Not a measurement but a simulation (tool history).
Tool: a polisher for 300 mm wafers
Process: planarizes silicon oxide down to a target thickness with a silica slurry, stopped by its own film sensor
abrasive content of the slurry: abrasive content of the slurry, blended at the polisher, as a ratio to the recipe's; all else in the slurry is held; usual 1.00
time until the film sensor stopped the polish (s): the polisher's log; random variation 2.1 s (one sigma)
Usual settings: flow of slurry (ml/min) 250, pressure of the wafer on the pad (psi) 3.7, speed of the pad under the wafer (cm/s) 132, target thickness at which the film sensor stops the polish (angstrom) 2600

run   hour  flow of slurry (ml/min)  pressure of the wafer on the pad (psi)  speed of the pad under the wafer (cm/s)  abrasive content of the slurry  target thickness at which the film sensor stops the polish (angstrom)  incoming thickness of the incoming film, nm  time until the film sensor stopped the polish (s)
  1    0.0                      205                                     3.7                                      132                            1.00                                                                   2600                                        555.6                                              106.7
      11.6  -- slurry nozzle cleaned
  2   49.1                      250                                     3.7                                      132                            1.00                                                                   2600                                        560.5                                              108.0
      76.0  -- slurry blender recalibrated
  3  107.4                      250                                     3.7                                      132                            0.80                                                                   3540                                        569.8                                               89.1
     168.8  -- conditioning disc replaced and pad reconditioned
  4  170.9                      175                                     3.7                                      132                            1.00                                                                   2600                                        568.5                                              116.9
  5  236.1                      165                                     3.7                                      148                            1.25                                                                   1950                                        557.6                                              117.2
  6  302.1                      250                                     4.4                                      132                            1.00                                                                   2200                                        570.1                                              112.2
  7  370.5                      250                                     3.7                                      132                            1.00                                                                   2600                                        561.5                                              114.6
  8  435.8                      250                                     3.7                                      132                            1.00                                                                   2600                                        556.6                                              112.9
     476.3  -- slurry nozzle cleaned
  9  483.7                      250                                     3.7                                      132                            1.00                                                                   2600                                        565.1                                              117.0
 10  519.3                      225                                     4.2                                      132                            1.00                                                                   2600                                        557.5                                              100.1
     548.1  -- worn pad replaced by a new one
 11  548.6                      250                                     3.7                                       94                            1.10                                                                   2600                                        561.2                                              133.1
     610.9  -- slurry blender recalibrated
 12  615.2                      250                                     2.9                                      166                            1.00                                                                   2600                                        560.9                                              111.8
 13  661.4                      290                                     2.6                                       94                            1.00                                                                   1890                                        568.9                                              253.9
     689.5  -- conditioning disc replaced and pad reconditioned
 14  724.1                      250                                     2.9                                      132                            1.15                                                                   3330                                        558.7                                               96.1
 15  772.0                      250                                     4.7                                      132                            0.90                                                                   2600                                        557.2                                               94.6
     827.2  -- head pressure recalibrated
 16  827.7                      290                                     3.7                                      132                            1.00                                                                   2600                                        565.0                                              113.3
 17  891.3                      250                                     2.7                                       88                            1.20                                                                   2600                                        559.9                                              191.2

Run 18 comes next. What will it give?
 18  960.7                      330                                     2.9                                      132                            1.00                                                                   2910                                        560.1                                                  ?

{"run 18": {"time until the film sensor stopped the polish (s)": 128.0}}
Without the tool's hidden state the same run would have given time until the film sensor stopped the polish (s) 120.2.
